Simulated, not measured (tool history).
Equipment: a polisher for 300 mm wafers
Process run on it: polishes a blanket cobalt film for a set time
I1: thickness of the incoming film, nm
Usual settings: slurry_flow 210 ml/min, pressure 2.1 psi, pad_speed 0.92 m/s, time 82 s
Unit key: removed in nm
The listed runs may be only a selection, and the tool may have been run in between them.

{"run": 1, "hour": 0.0, "slurry_flow": 210, "pressure": 2.1, "pad_speed": 0.92, "time": 82, "I1": 1298.8, "removed": 342}
{"run": 2, "hour": 13.6, "slurry_flow": 210, "pressure": 2.1, "pad_speed": 0.92, "time": 82, "I1": 1311.8, "removed": 343.8}
{"run": 3, "hour": 30.8, "slurry_flow": 265, "pressure": 2.4, "pad_speed": 0.92, "time": 82, "I1": 1329, "removed": 382.7}
{"hour": 42.8, "done": "worn pad replaced by a new one"}
{"run": 4, "hour": 43.3, "slurry_flow": 210, "pressure": 2.1, "pad_speed": 0.92, "time": 82, "I1": 1319.4, "removed": 363}
{"run": 5, "hour": 50.6, "slurry_flow": 210, "pressure": 2.1, "pad_speed": 0.92, "time": 82, "I1": 1340.8, "removed": 354.8}
{"run": 6, "hour": 61.5, "slurry_flow": 150, "pressure": 1.6, "pad_speed": 0.92, "time": 82, "I1": 1314, "removed": 283.1}
{"run": 7, "hour": 77.0, "slurry_flow": 150, "pressure": 1.6, "pad_speed": 0.92, "time": 82, "I1": 1305.4, "removed": 280.1}
{"run": 8, "hour": 93.3, "slurry_flow": 150, "pressure": 1.6, "pad_speed": 0.92, "time": 82, "I1": 1305.2, "removed": 279.6}
{"run": 9, "hour": 104.5, "slurry_flow": 210, "pressure": 2.1, "pad_speed": 0.92, "time": 82, "I1": 1341.2, "removed": 346.7}
{"run": 10, "hour": 115.4, "slurry_flow": 210, "pressure": 2.1, "pad_speed": 0.92, "time": 82, "I1": 1323.2, "removed": 346.6}
{"hour": 130.0, "done": "slurry nozzle cleaned"}
{"run": 11, "hour": 130.9, "slurry_flow": 210, "pressure": 2.1, "pad_speed": 0.92, "time": 82, "I1": 1315.2, "removed": 341.2}
{"run": 12, "hour": 142.9, "slurry_flow": 210, "pressure": 2.1, "pad_speed": 0.92, "time": 82, "I1": 1305.5, "removed": 352.1}
{"run": 13, "hour": 156.8, "slurry_flow": 210, "pressure": 2.1, "pad_speed": 0.92, "time": 82, "I1": 1329.1, "removed": 340.6}
{"hour": 165.3, "done": "worn pad replaced by a new one"}
{"run": 14, "hour": 170.9, "slurry_flow": 155, "pressure": 2.1, "pad_speed": 0.92, "time": 60, "I1": 1322.4, "removed": 249.7}
{"run": 15, "hour": 186.7, "slurry_flow": 155, "pressure": 2.1, "pad_speed": 0.92, "time": 60, "I1": 1309.5, "removed": 245.5}
{"run": 16, "hour": 196.5, "slurry_flow": 280, "pressure": 2.1, "pad_speed": 0.92, "time": 108, "I1": 1324.7, "removed": 477.9}
{"run": 17, "hour": 204.4, "slurry_flow": 255, "pressure": 2.6, "pad_speed": 0.82, "time": 106, "I1": 1296.7, "removed": 486}
{"run": 18, "hour": 214.8, "slurry_flow": 210, "pressure": 2.1, "pad_speed": 0.92, "time": 82, "I1": 1337.1, "removed": 350.9}
{"run": 19, "hour": 231.3, "slurry_flow": 250, "pressure": 2.1, "pad_speed": 0.92, "time": 82, "I1": 1309.1, "removed": 352}
{"hour": 240.2, "done": "head pressure recalibrated"}
{"run": 20, "hour": 246.1, "slurry_flow": 270, "pressure": 1.8, "pad_speed": 1.1, "time": 82, "I1": 1323.3, "removed": 381}
{"run": 21, "hour": 262.0, "slurry_flow": 210, "pressure": 2.1, "pad_speed": 0.92, "time": 82, "I1": 1317.7, "removed": 347.5}
{"run": 22, "hour": 279.5, "slurry_flow": 135, "pressure": 2.1, "pad_speed": 0.92, "time": 82, "I1": 1303.1, "removed": 329}
{"run": 23, "hour": 285.9, "slurry_flow": 210, "pressure": 2.6, "pad_speed": 0.92, "time": 82, "I1": 1318.8, "removed": 409.4}
{"hour": 298.2, "done": "worn pad replaced by a new one"}
{"run": 24, "hour": 299.9, "slurry_flow": 210, "pressure": 2.1, "pad_speed": 1.24, "time": 82, "I1": 1302.9, "removed": 489.6}
{"run": 25, "hour": 312.2, "slurry_flow": 210, "pressure": 2.1, "pad_speed": 0.68, "time": 82, "I1": 1336.5, "removed": 260.8}
{"run": 26, "hour": 328.3, "slurry_flow": 210, "pressure": 2.1, "pad_speed": 0.92, "time": 82, "I1": 1296.2, "removed": 349.4}
{"run": 27, "hour": 343.9, "slurry_flow": 210, "pressure": 2.1, "pad_speed": 0.92, "time": 60, "I1": 1309.2, "removed": 254.7}
{"run": 28, "hour": 355.7, "slurry_flow": 210, "pressure": 2.4, "pad_speed": 0.92, "time": 108, "I1": 1330.5, "removed": 506.5}
{"run": 29, "hour": 366.2, "slurry_flow": 210, "pressure": 2.8, "pad_speed": 0.6, "time": 82, "I1": 1295.2, "removed": 275.3}
{"run": 30, "hour": 379.1, "slurry_flow": 210, "pressure": 2.1, "pad_speed": 0.92, "time": 82, "I1": 1329, "removed": 340.4}
{"run": 31, "hour": 389.5, "slurry_flow": 210, "pressure": 2.1, "pad_speed": 0.62, "time": 82, "I1": 1337.3, "removed": 231}

Consider 3 possible next runs. They are alternatives, not a sequence: every one starts from the tool as it was left by run 31. What does each give?
{"run": "A", "hour": 389.9, "slurry_flow": 210, "pressure": 2.1, "pad_speed": 0.92, "time": 82, "I1": 1323.5, "removed": "?"}
{"run": "B", "hour": 389.9, "slurry_flow": 210, "pressure": 2.6, "pad_speed": 0.92, "time": 98, "I1": 1323.5, "removed": "?"}
{"run": "C", "hour": 389.9, "slurry_flow": 260, "pressure": 2.1, "pad_speed": 1.24, "time": 82, "I1": 1323.5, "removed": "?"}

run=A removed=340
run=B removed=479.2
run=C removed=465.5
Had the tool no hidden state, the same runs would have come out as:
run=A removed=359.1
run=B removed=506.3
run=C removed=491.8

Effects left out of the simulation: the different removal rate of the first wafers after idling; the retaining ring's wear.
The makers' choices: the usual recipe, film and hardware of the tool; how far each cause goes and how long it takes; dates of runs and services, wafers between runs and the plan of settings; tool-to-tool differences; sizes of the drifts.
